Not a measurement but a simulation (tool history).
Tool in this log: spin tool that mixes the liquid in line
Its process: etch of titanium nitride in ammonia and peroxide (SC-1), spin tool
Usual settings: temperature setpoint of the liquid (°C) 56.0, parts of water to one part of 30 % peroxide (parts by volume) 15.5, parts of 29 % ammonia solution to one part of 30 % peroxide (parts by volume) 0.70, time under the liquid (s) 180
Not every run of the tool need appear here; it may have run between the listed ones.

run    hour  temperature setpoint of the liquid (°C)  parts of water to one part of 30 % peroxide (parts by volume)  parts of 29 % ammonia solution to one part of 30 % peroxide (parts by volume)  time under the liquid (s)  read-back film thickness of the titanium nitride reference wafer, read on the same gauge (nm)  thickness taken off the titanium nitride on a monitor wafer (nm)
  1     0.0                                     56.0                                                           15.5                                                                           0.70                        180                                                                                          79.99                                                              9.76
  2    51.1                                     56.0                                                           19.5                                                                           0.70                        240                                                                                          79.98                                                             11.62
  3    80.4                                     56.0                                                           15.5                                                                           0.70                        180                                                                                          79.99                                                              9.84
       89.5  -- new drum of ammonia solution connected
  4   112.5                                     56.0                                                           15.5                                                                           0.70                        180                                                                                          80.03                                                              9.82
  5   148.3                                     66.0                                                           15.5                                                                           0.70                        180                                                                                          79.98                                                             19.08
  6   217.6                                     56.0                                                           15.5                                                                           0.70                        180                                                                                          79.95                                                              9.90
      232.8  -- gauge calibrated
  7   267.9                                     65.0                                                           12.0                                                                           1.05                        145                                                                                          80.03                                                             17.47
  8   332.5                                     56.0                                                           11.5                                                                           0.85                        180                                                                                          80.02                                                             12.02
  9   383.9                                     56.0                                                           15.5                                                                           0.70                        180                                                                                          80.00                                                              9.86
 10   431.8                                     56.0                                                           15.5                                                                           0.70                        180                                                                                          80.03                                                              9.97
 11   502.5                                     56.0                                                            8.5                                                                           0.95                        130                                                                                          79.99                                                             10.33
 12   554.0                                     56.0                                                            8.5                                                                           0.70                        105                                                                                          79.96                                                              8.07
 13   595.6                                     47.5                                                           21.0                                                                           0.70                        115                                                                                          80.01                                                              2.99
 14   621.3                                     56.0                                                           15.5                                                                           0.85                        180                                                                                          80.01                                                             10.19
      644.2  -- ammonia flow meter replaced
 15   662.1                                     56.0                                                           15.5                                                                           0.35                        180                                                                                          80.01                                                              8.92
      701.1  -- thermometer replaced
      767.2  -- heated supply line repaired
 16   830.9                                     56.0                                                           15.5                                                                           0.70                        180                                                                                          80.03                                                              9.23
 17   865.9                                     53.0                                                           18.0                                                                           0.90                        220                                                                                          79.99                                                              8.91
 18   935.8                                     56.0                                                           15.5                                                                           0.70                        125                                                                                          80.01                                                              6.40
      940.4  -- new drum of ammonia solution connected
 19   971.9                                     56.0                                                           15.5                                                                           0.70                        180                                                                                          80.04                                                              9.30
 20  1043.1                                     48.5                                                           15.5                                                                           0.60                        260                                                                                          80.01                                                              7.87
 21  1102.5                                     56.0                                                           10.5                                                                           0.50                        180                                                                                          80.01                                                             10.78
 22  1153.4                                     53.5                                                           22.0                                                                           0.45                        180                                                                                          79.96                                                              5.99
 23  1184.4                                     56.0                                                           15.5                                                                           0.70                         90                                                                                          80.02                                                              4.63
 24  1220.2                                     56.0                                                           11.0                                                                           0.90                        180                                                                                          80.04                                                             11.63

Some steps in thickness taken off the titanium nitride on a monitor wafer (nm), run to run, broken into two amounts with sign: the step expected even without the hidden condition (settings, incoming material, random variation), and the rest, left for the hidden condition together with whatever gauge scatter is not in both the measured and the hidden-condition-free result:
What the log doesn't record here: liquid hotter than its thermometer reads (K); ammonia flow above the setpoint (%); temperature lost on the way to the wafer (K); ammonia solution weaker than its label (%); gauge reads high (%).
Run 4 -> 5: temperature setpoint of the liquid (°C) 56.0 -> 66.0. thickness taken off the titanium nitride on a monitor wafer (nm) +9.26: hidden state +0.55, all else +8.71.
Run 5 -> 6: temperature setpoint of the liquid (°C) 66.0 -> 56.0. thickness taken off the titanium nitride on a monitor wafer (nm) -9.18: hidden state -0.53, all else -8.65.
Run 15 -> 16: parts of 29 % ammonia solution to one part of 30 % peroxide (parts by volume) 0.35 -> 0.70, thermometer replaced, heated supply line repaired. thickness taken off the titanium nitride on a monitor wafer (nm) +0.31: hidden state -0.66, all else +0.97.
